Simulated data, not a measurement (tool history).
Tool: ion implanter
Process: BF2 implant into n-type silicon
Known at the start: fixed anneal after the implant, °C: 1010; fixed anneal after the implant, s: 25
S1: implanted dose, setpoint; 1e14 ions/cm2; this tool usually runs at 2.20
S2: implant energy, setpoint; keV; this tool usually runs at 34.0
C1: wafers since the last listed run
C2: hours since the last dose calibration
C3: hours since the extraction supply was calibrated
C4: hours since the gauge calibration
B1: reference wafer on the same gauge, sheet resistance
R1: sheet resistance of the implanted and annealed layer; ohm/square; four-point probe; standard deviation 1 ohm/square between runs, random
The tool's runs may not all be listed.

run	hour	S1	S2	C1	C2	C3	C4	B1	R1
1	0.0	2.20	34.0	0	836.6	5395.6	226.3	463.96	470.99
2	59.4	2.20	34.0	1269	896.0	5455.0	285.7	463.94	475.58
3	106.8	2.20	34.0	1012	943.4	5502.4	333.1	464.04	473.59
4	139.7	2.50	34.0	702	976.3	5535.3	366.0	464.09	425.21
5	196.4	2.50	34.0	1211	1033.0	5592.0	422.7	464.08	427.58
6	221.0	2.50	34.0	525	1057.6	5616.6	447.3	463.88	427.11
7	259.7	2.20	34.0	826	1096.3	5655.3	486.0	464.04	474.67
# hour 280.5: gauge calibrated
8	298.0	2.20	37.0	818	1134.6	5693.6	17.5	464.09	472.38
9	350.4	2.43	39.5	1119	1187.0	5746.0	69.9	463.93	431.51
10	396.6	1.73	23.5	987	1233.2	5792.2	116.1	464.00	603.18
# hour 424.1: extraction supply calibrated
11	434.2	1.71	29.0	632	1270.8	10.1	153.7	464.04	593.70
12	475.7	1.76	38.5	886	1312.3	51.6	195.2	464.10	560.84
# hour 487.7: Faraday cup replaced and dose calibrated
13	524.5	2.85	44.5	871	36.8	100.4	244.0	463.89	361.76
14	561.6	2.20	34.0	792	73.9	137.5	281.1	464.00	461.59
15	614.6	2.50	34.0	1132	126.9	190.5	334.1	463.85	416.59

5 options for the next run, each taken on its own from the tool as it stands now. Forecast them:
A	615.0	2.20	34.0	8	127.3	190.9	334.5	?	?
B	615.0	1.66	41.0	8	127.3	190.9	334.5	?	?
C	615.0	2.71	34.0	8	127.3	190.9	334.5	?	?
D	615.0	2.72	45.0	8	127.3	190.9	334.5	?	?
E	615.0	2.20	27.0	8	127.3	190.9	334.5	?	?

run	B1	R1
A	464.01	462.48
B	464.01	569.07
C	464.01	388.78
D	464.01	377.02
E	464.01	472.41
Without the tool's unlogged condition, the same runs would have read:
run	R1
A	456.93
B	562.46
C	384.00
D	372.43
E	466.63

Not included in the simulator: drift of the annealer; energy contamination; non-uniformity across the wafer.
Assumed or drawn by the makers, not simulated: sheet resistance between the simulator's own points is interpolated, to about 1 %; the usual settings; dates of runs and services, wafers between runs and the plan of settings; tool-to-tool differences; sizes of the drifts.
